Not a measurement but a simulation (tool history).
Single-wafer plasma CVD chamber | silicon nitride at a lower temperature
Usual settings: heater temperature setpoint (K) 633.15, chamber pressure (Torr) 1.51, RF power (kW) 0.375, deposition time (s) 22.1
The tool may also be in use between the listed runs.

run	hour	heater temperature setpoint (K)	chamber pressure (Torr)	RF power (kW)	deposition time (s)	wafers since the last listed run	hours since the last thermocouple change	hours since the last RF generator calibration	hours since the last manometer calibration	hours since the showerhead was replaced	hours since the gauge calibration	read-back reference wafer on the same gauge, thickness_nm	mean film thickness on the monitor wafer (angstrom)
1	0	643.15	1.51	0.375	22.1	0	1432.4	738.3	2046.5	4990.2	594.2	34.494	309.28
2	58.2	642.15	1.51	0.375	23.6	1267	1490.6	796.5	2104.7	5048.4	652.4	34.491	328.67
# hour 151.3: RF generator calibrated
3	252.1	633.15	1.51	0.375	22.1	4048	1684.5	100.8	2298.6	5242.3	846.3	34.49	313.91
4	296.6	633.15	1.51	0.375	22.1	969	1729	145.3	2343.1	5286.8	890.8	34.507	314.1
5	352.5	633.15	1.51	0.375	22.1	1217	1784.9	201.2	2399	5342.7	946.7	34.486	314.92
6	411.6	633.15	1.51	0.375	22.1	1287	1844	260.3	2458.1	5401.8	1005.8	34.521	314.02
7	449.1	633.15	1.51	0.375	22.1	816	1881.5	297.8	2495.6	5439.3	1043.3	34.515	313.73
# hour 452.2: gauge calibrated
8	495.8	633.15	1.51	0.375	22.1	1017	1928.2	344.5	2542.3	5486	43.6	34.5	314.04
# hour 519.2: showerhead replaced
9	566.8	633.15	1.51	0.42	22.1	1372	1999.2	415.5	2613.3	47.6	114.6	34.504	331.46
# hour 663.3: capacitance manometer re-zeroed and calibrated
10	689.9	633.15	1.51	0.42	22.1	2506	2122.3	538.6	26.6	170.7	237.7	34.5	324.92
11	742.6	644.15	1.51	0.375	22.1	1147	2175	591.3	79.3	223.4	290.4	34.469	305.12
# hour 763.4: thermocouple changed; heater temperature recalibrated
12	811	633.15	1.51	0.375	25.5	1315	47.6	659.7	147.7	291.8	358.8	34.486	351.87
13	868.3	627.15	1.51	0.375	23.7	1248	104.9	717	205	349.1	416.1	34.476	327.38
# hour 938.1: RF generator calibrated
14	938.6	633.15	1.38	0.375	20	1356	175.2	0.5	275.3	419.4	486.4	34.511	273.98
15	989.7	633.15	1.51	0.32	22.1	1112	226.3	51.6	326.4	470.5	537.5	34.523	285.87
16	1045.7	633.15	1.51	0.375	22.1	1219	282.3	107.6	382.4	526.5	593.5	34.515	308.84
17	1122.9	633.15	1.51	0.375	22.1	1681	359.5	184.8	459.6	603.7	670.7	34.488	309.47

Run 18 is up next; what results do you expect?
18	1177.3	633.15	1.51	0.375	22.1	1184	413.9	239.2	514	658.1	725.1	?	?

read-back reference wafer on the same gauge, thickness_nm: 34.493
mean film thickness on the monitor wafer (angstrom): 309.36
Take away the tool's hidden state, keep the run-to-run variation as it was, and the same run would have given mean film thickness on the monitor wafer (angstrom) 309.59.

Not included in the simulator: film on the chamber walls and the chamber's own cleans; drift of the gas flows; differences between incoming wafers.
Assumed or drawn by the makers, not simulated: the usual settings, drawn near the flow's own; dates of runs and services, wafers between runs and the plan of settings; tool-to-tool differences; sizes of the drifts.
